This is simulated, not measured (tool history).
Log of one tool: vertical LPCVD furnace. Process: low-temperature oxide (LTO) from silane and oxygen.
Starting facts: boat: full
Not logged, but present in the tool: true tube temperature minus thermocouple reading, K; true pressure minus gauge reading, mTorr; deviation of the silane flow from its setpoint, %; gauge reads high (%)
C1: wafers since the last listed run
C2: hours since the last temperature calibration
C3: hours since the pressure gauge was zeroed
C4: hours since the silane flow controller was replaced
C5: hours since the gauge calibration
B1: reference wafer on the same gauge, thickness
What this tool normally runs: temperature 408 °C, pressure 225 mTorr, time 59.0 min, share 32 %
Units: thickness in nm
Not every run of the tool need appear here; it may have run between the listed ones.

{"run": 1, "day": 0.0, "temperature": 408, "pressure": 225, "time": 59.0, "share": 36, "C1": 0, "C2": 3750.3, "C3": 1747.6, "C4": 3520.4, "C5": 143.6, "B1": 394.82, "thickness": 544.39}
{"run": 2, "day": 3.917, "temperature": 408, "pressure": 225, "time": 59.0, "share": 36, "C1": 1240, "C2": 3844.3, "C3": 1841.6, "C4": 3614.4, "C5": 237.6, "B1": 394.54, "thickness": 546.24}
{"run": 3, "day": 6.221, "temperature": 408, "pressure": 225, "time": 59.0, "share": 36, "C1": 729, "C2": 3899.6, "C3": 1896.9, "C4": 3669.7, "C5": 292.9, "B1": 395.36, "thickness": 545.21}
{"run": 4, "day": 16.075, "temperature": 408, "pressure": 225, "time": 59.0, "share": 29, "C1": 3121, "C2": 4136.1, "C3": 2133.4, "C4": 3906.2, "C5": 529.4, "B1": 394.65, "thickness": 408.28}
{"run": 5, "day": 19.85, "temperature": 408, "pressure": 250, "time": 59.0, "share": 32, "C1": 1195, "C2": 4226.7, "C3": 2224.0, "C4": 3996.8, "C5": 620.0, "B1": 394.99, "thickness": 519.5}
{"run": 6, "day": 21.492, "temperature": 408, "pressure": 225, "time": 59.0, "share": 28, "C1": 520, "C2": 4266.1, "C3": 2263.4, "C4": 4036.2, "C5": 659.4, "B1": 395.08, "thickness": 384.48}
{"run": 7, "day": 25.167, "temperature": 408, "pressure": 225, "time": 59.0, "share": 28, "C1": 1164, "C2": 4354.3, "C3": 2351.6, "C4": 4124.4, "C5": 747.6, "B1": 394.67, "thickness": 386.17}
{"run": 8, "day": 29.554, "temperature": 408, "pressure": 225, "time": 59.0, "share": 32, "C1": 1390, "C2": 4459.6, "C3": 2456.9, "C4": 4229.7, "C5": 852.9, "B1": 395.05, "thickness": 466.2}
{"run": 9, "day": 31.15, "temperature": 408, "pressure": 225, "time": 59.0, "share": 32, "C1": 505, "C2": 4497.9, "C3": 2495.2, "C4": 4268.0, "C5": 891.2, "B1": 395.37, "thickness": 466.72}
{"run": 10, "day": 35.067, "temperature": 408, "pressure": 225, "time": 59.0, "share": 32, "C1": 1240, "C2": 4591.9, "C3": 2589.2, "C4": 4362.0, "C5": 985.2, "B1": 395.75, "thickness": 466.04}
{"day": 38.896, "done": "silane flow controller replaced"}
{"run": 11, "day": 39.0, "temperature": 408, "pressure": 225, "time": 72.5, "share": 32, "C1": 929, "C2": 4686.3, "C3": 2683.6, "C4": 2.5, "C5": 1079.6, "B1": 395.33, "thickness": 575.27}
{"day": 40.021, "done": "thermocouples replaced and temperature profile calibrated"}
{"run": 12, "day": 42.162, "temperature": 417, "pressure": 225, "time": 59.0, "share": 32, "C1": 685, "C2": 51.4, "C3": 2759.5, "C4": 78.4, "C5": 1155.5, "B1": 395.01, "thickness": 525.66}
{"run": 13, "day": 45.608, "temperature": 417, "pressure": 225, "time": 59.0, "share": 32, "C1": 1091, "C2": 134.1, "C3": 2842.2, "C4": 161.1, "C5": 1238.2, "B1": 395.27, "thickness": 526.81}
{"run": 14, "day": 48.471, "temperature": 408, "pressure": 225, "time": 59.0, "share": 32, "C1": 906, "C2": 202.8, "C3": 2910.9, "C4": 229.8, "C5": 1306.9, "B1": 394.55, "thickness": 478.79}
{"run": 15, "day": 51.246, "temperature": 408, "pressure": 225, "time": 59.0, "share": 32, "C1": 879, "C2": 269.4, "C3": 2977.5, "C4": 296.4, "C5": 1373.5, "B1": 395.0, "thickness": 478.36}
{"day": 52.596, "done": "pressure gauge zeroed"}
{"run": 16, "day": 55.233, "temperature": 408, "pressure": 225, "time": 59.0, "share": 32, "C1": 946, "C2": 365.1, "C3": 63.3, "C4": 392.1, "C5": 1469.2, "B1": 394.94, "thickness": 479.02}
{"run": 17, "day": 59.562, "temperature": 418, "pressure": 225, "time": 59.0, "share": 32, "C1": 1371, "C2": 469.0, "C3": 167.2, "C4": 496.0, "C5": 1573.1, "B1": 395.05, "thickness": 533.49}
{"run": 18, "day": 61.238, "temperature": 401, "pressure": 225, "time": 59.0, "share": 32, "C1": 530, "C2": 509.2, "C3": 207.4, "C4": 536.2, "C5": 1613.3, "B1": 394.67, "thickness": 443.38}
{"day": 64.421, "done": "thermocouples replaced and temperature profile calibrated, repeated, since the last time left the tool worse"}
{"run": 19, "day": 64.442, "temperature": 408, "pressure": 225, "time": 59.0, "share": 32, "C1": 698, "C2": 0.5, "C3": 284.3, "C4": 613.1, "C5": 1690.2, "B1": 394.37, "thickness": 456.43}
{"run": 20, "day": 66.933, "temperature": 417, "pressure": 195, "time": 51.0, "share": 34, "C1": 789, "C2": 60.3, "C3": 344.1, "C4": 672.9, "C5": 1750.0, "B1": 394.69, "thickness": 406.89}
{"run": 21, "day": 68.633, "temperature": 408, "pressure": 225, "time": 59.0, "share": 32, "C1": 538, "C2": 101.1, "C3": 384.9, "C4": 713.7, "C5": 1790.8, "B1": 395.33, "thickness": 455.44}
{"run": 22, "day": 71.633, "temperature": 408, "pressure": 170, "time": 59.0, "share": 30, "C1": 950, "C2": 173.1, "C3": 456.9, "C4": 785.7, "C5": 1862.8, "B1": 395.37, "thickness": 314.51}
{"run": 23, "day": 76.092, "temperature": 414, "pressure": 225, "time": 59.0, "share": 32, "C1": 1412, "C2": 280.1, "C3": 563.9, "C4": 892.7, "C5": 1969.8, "B1": 395.02, "thickness": 489.19}
{"run": 24, "day": 78.925, "temperature": 412, "pressure": 175, "time": 59.0, "share": 32, "C1": 897, "C2": 348.1, "C3": 631.9, "C4": 960.7, "C5": 2037.8, "B1": 395.06, "thickness": 370.22}
{"day": 79.483, "done": "gauge calibrated"}
{"run": 25, "day": 81.196, "temperature": 408, "pressure": 225, "time": 59.0, "share": 32, "C1": 719, "C2": 402.6, "C3": 686.4, "C4": 1015.2, "C5": 41.1, "B1": 394.64, "thickness": 457.75}
{"run": 26, "day": 85.646, "temperature": 398, "pressure": 255, "time": 46.0, "share": 27, "C1": 1409, "C2": 509.4, "C3": 793.2, "C4": 1122.0, "C5": 147.9, "B1": 395.57, "thickness": 280.9}
{"run": 27, "day": 89.221, "temperature": 408, "pressure": 225, "time": 59.0, "share": 36, "C1": 1132, "C2": 595.2, "C3": 879.0, "C4": 1207.8, "C5": 233.7, "B1": 395.08, "thickness": 535.89}
{"run": 28, "day": 93.229, "temperature": 417, "pressure": 190, "time": 70.0, "share": 29, "C1": 1269, "C2": 691.4, "C3": 975.2, "C4": 1304.0, "C5": 329.9, "B1": 394.76, "thickness": 445.54}
{"run": 29, "day": 96.354, "temperature": 411, "pressure": 225, "time": 59.0, "share": 35, "C1": 990, "C2": 766.4, "C3": 1050.2, "C4": 1379.0, "C5": 404.9, "B1": 394.49, "thickness": 535.32}
{"run": 30, "day": 100.162, "temperature": 408, "pressure": 225, "time": 59.0, "share": 32, "C1": 1206, "C2": 857.8, "C3": 1141.6, "C4": 1470.4, "C5": 496.3, "B1": 395.28, "thickness": 460.29}
{"run": 31, "day": 108.783, "temperature": 398, "pressure": 255, "time": 46.0, "share": 27, "C1": 2731, "C2": 1064.7, "C3": 1348.5, "C4": 1677.3, "C5": 703.2, "B1": 394.98, "thickness": 283.09}
{"run": 32, "day": 112.629, "temperature": 408, "pressure": 265, "time": 59.0, "share": 30, "C1": 1218, "C2": 1157.0, "C3": 1440.8, "C4": 1769.6, "C5": 795.5, "B1": 394.88, "thickness": 493.96}

Alternative continuations, all from the tool just after run 32; predict every row:
{"run": "A", "day": 112.821, "temperature": 419, "pressure": 225, "time": 59.0, "share": 32, "C1": 60, "C2": 1161.6, "C3": 1445.4, "C4": 1774.2, "C5": 800.1, "B1": "?", "thickness": "?"}
{"run": "B", "day": 112.821, "temperature": 408, "pressure": 260, "time": 59.0, "share": 35, "C1": 60, "C2": 1161.6, "C3": 1445.4, "C4": 1774.2, "C5": 800.1, "B1": "?", "thickness": "?"}
{"run": "C", "day": 112.821, "temperature": 397, "pressure": 275, "time": 66.0, "share": 32, "C1": 60, "C2": 1161.6, "C3": 1445.4, "C4": 1774.2, "C5": 800.1, "B1": "?", "thickness": "?"}

run=A B1=394.67 thickness=521.97
run=B B1=394.67 thickness=602.57
run=C B1=394.67 thickness=556.57
Take away the tool's hidden state, keep each run's random variation, and the runs would have read:
run=A thickness=512.05
run=B thickness=590.91
run=C thickness=545.09
